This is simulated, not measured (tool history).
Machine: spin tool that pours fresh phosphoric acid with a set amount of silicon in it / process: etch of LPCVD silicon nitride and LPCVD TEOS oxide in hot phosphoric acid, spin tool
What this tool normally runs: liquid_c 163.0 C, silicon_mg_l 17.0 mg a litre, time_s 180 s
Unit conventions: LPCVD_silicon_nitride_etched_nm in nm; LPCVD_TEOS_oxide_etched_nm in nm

run   hour  liquid_c  silicon_mg_l  time_s  read-back film thickness of the LPCVD silicon nitride reference wafer, read on the same gauge (nm)  read-back film thickness of the LPCVD TEOS oxide reference wafer, read on the same gauge (nm)  LPCVD_silicon_nitride_etched_nm  LPCVD_TEOS_oxide_etched_nm
  1    0.0     163.0          17.0     230                                                                                              129.98                                                                                        109.994                            31.38                       0.774
  2   21.3     163.0          17.0     230                                                                                              129.99                                                                                        109.999                            31.07                       0.699
  3   56.9     163.0          17.0     180                                                                                              129.99                                                                                        109.991                            24.23                       0.513
  4  100.9     163.0          17.0     180                                                                                              130.02                                                                                        110.002                            24.39                       0.529
  5  132.8     163.0          21.0     205                                                                                              129.99                                                                                        110.002                            27.84                       0.571
  6  145.4     163.0          21.0     205                                                                                              130.00                                                                                        110.011                            28.04                       0.604
  7  159.5     163.0          21.0     205                                                                                              130.03                                                                                        109.986                            27.67                       0.546
  8  192.7     163.0          17.0     180                                                                                              129.99                                                                                        110.015                            24.63                       0.550
  9  227.8     163.0          17.0     230                                                                                              129.98                                                                                        109.980                            31.63                       0.657
 10  262.0     166.0           7.5     265                                                                                              130.01                                                                                        110.015                            39.23                       1.184
 11  297.2     163.0          17.0     210                                                                                              130.01                                                                                        109.997                            28.50                       0.620
 12  333.1     160.0          12.0     135                                                                                              129.97                                                                                        110.016                            16.70                       0.379
 13  355.3     166.0          17.0     235                                                                                              130.01                                                                                        110.001                            34.87                       0.994
 14  383.0     163.0          17.0     180                                                                                              130.01                                                                                        109.993                            24.18                       0.572
 15  395.1     163.0          21.0     180                                                                                              129.98                                                                                        110.015                            24.33                       0.462
 16  412.7     163.0          17.0     180                                                                                              130.00                                                                                        109.992                            24.32                       0.590
 17  444.6     163.0          27.0     180                                                                                              129.99                                                                                        110.004                            24.31                       0.378
 18  462.5     164.0          17.0     270                                                                                              129.99                                                                                        110.001                            37.58                       0.862
 19  512.1     163.0          11.5     110                                                                                              130.01                                                                                        110.011                            15.05                       0.386
 20  537.2     164.5           5.5     225                                                                                              130.01                                                                                        110.010                            31.97                       1.018
 21  564.3     164.0          17.0     105                                                                                              129.99                                                                                        110.011                            14.84                       0.364

Missing from the log above: 5 entries noted between runs. For each, name the pair of listed runs it sits between and say how the tool's hidden condition differs from the listed run just before to the listed run just after:
Between runs 4 and 5: gauge calibrated (hour 119.5)
  no hidden state differs between the two runs
Between runs 7 and 8: thermometer replaced (hour 187.2)
  no hidden state differs between the two runs
Between runs 8 and 9: dissolved silicon flow meter replaced (hour 205.5)
  no hidden state differs between the two runs
Between runs 15 and 16: heated supply line repaired (hour 398.6)
  no hidden state differs between the two runs
Between runs 20 and 21: gauge calibrated (hour 560.1)
  no hidden state differs between the two runs
